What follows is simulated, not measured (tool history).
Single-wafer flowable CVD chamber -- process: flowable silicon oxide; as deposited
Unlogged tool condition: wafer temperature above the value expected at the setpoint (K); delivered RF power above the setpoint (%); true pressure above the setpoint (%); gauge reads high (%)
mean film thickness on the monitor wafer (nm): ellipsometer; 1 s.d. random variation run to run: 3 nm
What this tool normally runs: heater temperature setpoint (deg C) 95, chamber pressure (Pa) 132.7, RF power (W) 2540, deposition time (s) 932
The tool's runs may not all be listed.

| run | hour | heater temperature setpoint (deg C) | chamber pressure (Pa) | RF power (W) | deposition time (s) | wafers since the last listed run | hours since the last thermocouple change | hours since the last RF generator calibration | hours since the last manometer calibration | hours since the showerhead was replaced | hours since the gauge calibration | read-back reference wafer on the same gauge, thickness_nm | mean film thickness on the monitor wafer (nm) |
|---|---|---|---|---|---|---|---|---|---|---|---|---|---|
| 1 | 0 | 95 | 132.7 | 2540 | 932 | 0 | 2573.9 | 1726.8 | 21.9 | 7799.5 | 2253.3 | 1028.028 | 958.361 |
|  | 11.4 | thermocouple changed; heater temperature recalibrated |
|  | 36.8 | gauge calibrated |
| 2 | 67.5 | 95 | 132.7 | 2540 | 932 | 78 | 56.1 | 1794.3 | 89.4 | 7867 | 30.7 | 1029.462 | 964.828 |
| 3 | 129.3 | 95 | 132.7 | 2540 | 848 | 81 | 117.9 | 1856.1 | 151.2 | 7928.8 | 92.5 | 1027.872 | 879.217 |
| 4 | 185.3 | 95 | 132.7 | 2540 | 848 | 73 | 173.9 | 1912.1 | 207.2 | 7984.8 | 148.5 | 1028.662 | 880.753 |
| 5 | 252.4 | 95 | 132.7 | 2540 | 848 | 88 | 241 | 1979.2 | 274.3 | 8051.9 | 215.6 | 1028.306 | 874.173 |
| 6 | 299.9 | 95 | 132.7 | 2540 | 932 | 62 | 288.5 | 2026.7 | 321.8 | 8099.4 | 263.1 | 1026.669 | 963.426 |
| 7 | 329.4 | 95 | 132.7 | 2775 | 932 | 38 | 318 | 2056.2 | 351.3 | 8128.9 | 292.6 | 1027.517 | 969.598 |
| 8 | 384.6 | 85 | 102.9 | 2540 | 932 | 72 | 373.2 | 2111.4 | 406.5 | 8184.1 | 347.8 | 1027.95 | 1026.892 |
|  | 429.8 | capacitance manometer re-zeroed and calibrated, repeated, since the last time left the tool worse |
| 9 | 431 | 106 | 132.7 | 2540 | 932 | 50 | 419.6 | 2157.8 | 1.2 | 8230.5 | 394.2 | 1028.706 | 633.799 |
| 10 | 473.5 | 80 | 132.7 | 2540 | 932 | 55 | 462.1 | 2200.3 | 43.7 | 8273 | 436.7 | 1029.084 | 1443.6 |
| 11 | 507.7 | 95 | 132.7 | 2540 | 1028 | 45 | 496.3 | 2234.5 | 77.9 | 8307.2 | 470.9 | 1027.558 | 1005.43 |
| 12 | 532.1 | 95 | 123.9 | 2540 | 787 | 32 | 520.7 | 2258.9 | 102.3 | 8331.6 | 495.3 | 1028.993 | 716.492 |
| 13 | 563.8 | 108 | 100.8 | 2885 | 872 | 41 | 552.4 | 2290.6 | 134 | 8363.3 | 527 | 1028.563 | 435.715 |
|  | 595.7 | RF generator calibrated |
| 14 | 599.9 | 95 | 132.7 | 2540 | 932 | 36 | 588.5 | 4.2 | 170.1 | 8399.4 | 563.1 | 1028.363 | 910.161 |
| 15 | 627 | 101 | 107.3 | 2820 | 839 | 35 | 615.6 | 31.3 | 197.2 | 8426.5 | 590.2 | 1028.221 | 555.038 |
| 16 | 683.4 | 86 | 132.7 | 2540 | 789 | 74 | 672 | 87.7 | 253.6 | 8482.9 | 646.6 | 1028.43 | 1013.615 |
| 17 | 716.9 | 95 | 110.3 | 2760 | 932 | 44 | 705.5 | 121.2 | 287.1 | 8516.4 | 680.1 | 1027.734 | 769.831 |
|  | 731.9 | showerhead replaced |
| 18 | 784.3 | 95 | 132.7 | 2540 | 932 | 78 | 772.9 | 188.6 | 354.5 | 52.4 | 747.5 | 1027.854 | 902.756 |
| 19 | 853.8 | 95 | 132.7 | 2540 | 1000 | 91 | 842.4 | 258.1 | 424 | 121.9 | 817 | 1028.109 | 976.579 |
| 20 | 900.4 | 86 | 106.5 | 2325 | 815 | 61 | 889 | 304.7 | 470.6 | 168.5 | 863.6 | 1027.91 | 841.806 |
| 21 | 962.3 | 95 | 132.7 | 2540 | 932 | 81 | 950.9 | 366.6 | 532.5 | 230.4 | 925.5 | 1027.913 | 912.046 |
| 22 | 1001.3 | 106 | 141.5 | 2135 | 855 | 51 | 989.9 | 405.6 | 571.5 | 269.4 | 964.5 | 1027.786 | 601.722 |
| 23 | 1030 | 95 | 160.3 | 2540 | 932 | 37 | 1018.6 | 434.3 | 600.2 | 298.1 | 993.2 | 1028.336 | 1084.688 |
| 24 | 1080.7 | 95 | 132.7 | 2540 | 932 | 66 | 1069.3 | 485 | 650.9 | 348.8 | 1043.9 | 1027.443 | 904.838 |
| 25 | 1133.5 | 85 | 163.2 | 2385 | 885 | 69 | 1122.1 | 537.8 | 703.7 | 401.6 | 1096.7 | 1028.618 | 1409.521 |
| 26 | 1256.2 | 95 | 132.7 | 2540 | 932 | 161 | 1244.8 | 660.5 | 826.4 | 524.3 | 1219.4 | 1027.502 | 909.408 |
| 27 | 1306.1 | 95 | 132.7 | 2540 | 932 | 65 | 1294.7 | 710.4 | 876.3 | 574.2 | 1269.3 | 1028.149 | 907.655 |

5 options for the next run, each taken on its own from the tool as it stands now. Forecast them:
| A | 1306.8 | 95 | 161.5 | 2540 | 932 | 0 | 1295.4 | 711.1 | 877 | 574.9 | 1270 | ? | ? |
| B | 1306.8 | 95 | 132.7 | 3025 | 856 | 0 | 1295.4 | 711.1 | 877 | 574.9 | 1270 | ? | ? |
| C | 1306.8 | 102 | 132.7 | 2540 | 874 | 0 | 1295.4 | 711.1 | 877 | 574.9 | 1270 | ? | ? |
| D | 1306.8 | 95 | 99.6 | 2540 | 932 | 0 | 1295.4 | 711.1 | 877 | 574.9 | 1270 | ? | ? |
| E | 1306.8 | 81 | 164.8 | 2540 | 1034 | 0 | 1295.4 | 711.1 | 877 | 574.9 | 1270 | ? | ? |

| run | read-back reference wafer on the same gauge, thickness_nm | mean film thickness on the monitor wafer (nm) |
|---|---|---|
| A | 1028.008 | 1081.957 |
| B | 1028.008 | 846.209 |
| C | 1028.008 | 675.843 |
| D | 1028.008 | 690.465 |
| E | 1028.008 | 1876.772 |
With no hidden state in the tool, these same runs would have given:
| run | mean film thickness on the monitor wafer (nm) |
|---|---|
| A | 1081.784 |
| B | 846.061 |
| C | 675.725 |
| D | 690.338 |
| E | 1876.472 |

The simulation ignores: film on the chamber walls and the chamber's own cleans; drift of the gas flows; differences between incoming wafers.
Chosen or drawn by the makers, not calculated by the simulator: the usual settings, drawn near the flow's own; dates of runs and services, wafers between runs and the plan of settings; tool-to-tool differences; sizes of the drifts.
